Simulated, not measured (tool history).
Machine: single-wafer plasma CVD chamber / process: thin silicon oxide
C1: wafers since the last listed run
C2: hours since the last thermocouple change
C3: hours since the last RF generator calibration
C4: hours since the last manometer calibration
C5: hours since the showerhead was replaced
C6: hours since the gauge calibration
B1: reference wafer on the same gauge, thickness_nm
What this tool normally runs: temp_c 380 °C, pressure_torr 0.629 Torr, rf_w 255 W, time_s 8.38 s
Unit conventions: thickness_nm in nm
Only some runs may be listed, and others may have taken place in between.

Run 1, day 0.000: usual settings but temp_c 376 °C, pressure_torr 0.732 Torr; C1 0; C2 1428.9; C3 1192.6; C4 1451.2; C5 6671.4; C6 367.7; B1 9.006. Result: thickness_nm 11.273 nm.
Run 2, day 0.712: usual settings but temp_c 376 °C, pressure_torr 0.732 Torr; C1 404; C2 1446.0; C3 1209.7; C4 1468.3; C5 6688.5; C6 384.8; B1 9.007. Result: thickness_nm 11.213 nm.
Run 3, day 1.396: usual settings; C1 387; C2 1462.4; C3 1226.1; C4 1484.7; C5 6704.9; C6 401.2; B1 9.004. Result: thickness_nm 9.599 nm.
At day 1.804: RF generator calibrated.
Run 4, day 2.129: usual settings; C1 226; C2 1480.0; C3 7.8; C4 1502.3; C5 6722.5; C6 418.8; B1 9.006. Result: thickness_nm 9.669 nm.
Run 5, day 2.517: usual settings; C1 219; C2 1489.3; C3 17.1; C4 1511.6; C5 6731.8; C6 428.1; B1 9.000. Result: thickness_nm 9.601 nm.
Run 6, day 3.096: usual settings but pressure_torr 0.578 Torr; C1 328; C2 1503.2; C3 31.0; C4 1525.5; C5 6745.7; C6 442.0; B1 9.003. Result: thickness_nm 8.766 nm.
Run 7, day 3.721: usual settings but pressure_torr 0.578 Torr; C1 354; C2 1518.2; C3 46.0; C4 1540.5; C5 6760.7; C6 457.0; B1 9.006. Result: thickness_nm 8.826 nm.
Run 8, day 4.183: usual settings but pressure_torr 0.578 Torr; C1 262; C2 1529.3; C3 57.1; C4 1551.6; C5 6771.8; C6 468.1; B1 9.014. Result: thickness_nm 8.732 nm.
Run 9, day 4.454: usual settings; C1 153; C2 1535.8; C3 63.6; C4 1558.1; C5 6778.3; C6 474.6; B1 9.001. Result: thickness_nm 9.510 nm.
At day 4.875: capacitance manometer re-zeroed and calibrated.
Run 10, day 5.121: usual settings but pressure_torr 0.512 Torr; C1 189; C2 1551.8; C3 79.6; C4 5.9; C5 6794.3; C6 490.6; B1 9.002. Result: thickness_nm 8.585 nm.
Run 11, day 5.738: usual settings but temp_c 372 °C, time_s 9.87 s; C1 349; C2 1566.6; C3 94.4; C4 20.7; C5 6809.1; C6 505.4; B1 9.008. Result: thickness_nm 12.373 nm.
Run 12, day 6.092: usual settings but temp_c 376 °C, time_s 9.21 s; C1 200; C2 1575.1; C3 102.9; C4 29.2; C5 6817.6; C6 513.9; B1 8.996. Result: thickness_nm 11.649 nm.
At day 6.629: thermocouple changed; heater temperature recalibrated.
Run 13, day 6.708: usual settings; C1 160; C2 1.9; C3 117.7; C4 44.0; C5 6832.4; C6 528.7; B1 8.999. Result: thickness_nm 10.423 nm.
Run 14, day 7.183: usual settings; C1 269; C2 13.3; C3 129.1; C4 55.4; C5 6843.8; C6 540.1; B1 9.010. Result: thickness_nm 10.509 nm.
At day 7.667: showerhead replaced, of another model than before.
Run 15, day 7.812: usual settings but temp_c 371 °C; C1 167; C2 28.4; C3 144.2; C4 70.5; C5 3.5; C6 555.2; B1 9.015. Result: thickness_nm 10.450 nm.
Run 16, day 8.200: usual settings; C1 219; C2 37.7; C3 153.5; C4 79.8; C5 12.8; C6 564.5; B1 8.990. Result: thickness_nm 10.435 nm.
At day 8.404: gauge calibrated.
Run 17, day 8.558: usual settings but temp_c 371 °C, pressure_torr 0.724 Torr, time_s 7.47 s; C1 203; C2 46.3; C3 162.1; C4 88.4; C5 21.4; C6 3.7; B1 9.005. Result: thickness_nm 10.326 nm.
Run 18, day 8.854: usual settings but temp_c 388 °C, rf_w 275 W, time_s 9.20 s; C1 167; C2 53.4; C3 169.2; C4 95.5; C5 28.5; C6 10.8; B1 8.995. Result: thickness_nm 11.748 nm.
Run 19, day 9.175: usual settings; C1 182; C2 61.1; C3 176.9; C4 103.2; C5 36.2; C6 18.5; B1 9.004. Result: thickness_nm 10.497 nm.
Run 20, day 9.458: usual settings; C1 160; C2 67.9; C3 183.7; C4 110.0; C5 43.0; C6 25.3; B1 9.008. Result: thickness_nm 10.450 nm.
Run 21, day 10.075: usual settings but rf_w 225 W, time_s 7.02 s; C1 349; C2 82.7; C3 198.5; C4 124.8; C5 57.8; C6 40.1; B1 8.999. Result: thickness_nm 8.183 nm.
Run 22, day 10.421: usual settings but temp_c 365 °C, rf_w 305 W, time_s 7.80 s; C1 196; C2 91.0; C3 206.8; C4 133.1; C5 66.1; C6 48.4; B1 9.001. Result: thickness_nm 10.492 nm.
Run 23, day 11.425: usual settings but temp_c 389 °C, pressure_torr 0.491 Torr, time_s 7.06 s; C1 569; C2 115.1; C3 230.9; C4 157.2; C5 90.2; C6 72.5; B1 9.006. Result: thickness_nm 7.372 nm.
Run 24, day 11.771: usual settings but temp_c 373 °C, rf_w 220 W; C1 196; C2 123.4; C3 239.2; C4 165.5; C5 98.5; C6 80.8; B1 8.997. Result: thickness_nm 9.657 nm.
Run 25, day 12.038: usual settings; C1 151; C2 129.8; C3 245.6; C4 171.9; C5 104.9; C6 87.2; B1 9.010. Result: thickness_nm 10.382 nm.
Run 26, day 12.521: usual settings but rf_w 215 W, time_s 9.90 s; C1 274; C2 141.4; C3 257.2; C4 183.5; C5 116.5; C6 98.8; B1 9.000. Result: thickness_nm 11.246 nm.
Run 27, day 12.938: usual settings but temp_c 376 °C, pressure_torr 0.491 Torr, rf_w 280 W; C1 236; C2 151.4; C3 267.2; C4 193.5; C5 126.5; C6 108.8; B1 8.992. Result: thickness_nm 9.231 nm.
Run 28, day 13.575: usual settings but pressure_torr 0.670 Torr; C1 361; C2 166.7; C3 282.5; C4 208.8; C5 141.8; C6 124.1; B1 8.994. Result: thickness_nm 10.715 nm.
Run 29, day 14.042: usual settings but pressure_torr 0.709 Torr, time_s 10.04 s; C1 264; C2 177.9; C3 293.7; C4 220.0; C5 153.0; C6 135.3; B1 8.999. Result: thickness_nm 13.473 nm.

What was the tool's hidden state at every run in the log?
wafer temperature above the value expected at the setpoint (K): 0 at every run
delivered RF power above the setpoint (%): 0 at every run
gauge reads high (%): 0 at every run
H1: true pressure above the setpoint (%)
run       H1
  1    -8.29
  2     -8.3
  3    -8.32
  4    -8.33
  5    -8.34
  6    -8.35
  7    -8.36
  8    -8.37
  9    -8.37
 10    0.958
 11    0.707
 12    0.565
 13    0.325
 14    0.145
 15  -0.0865
 16   -0.226
 17   -0.352
 18   -0.455
 19   -0.564
 20    -0.66
 21   -0.863
 22   -0.974
 23    -1.29
 24    -1.39
 25    -1.47
 26    -1.61
 27    -1.73
 28     -1.9
 29    -2.03
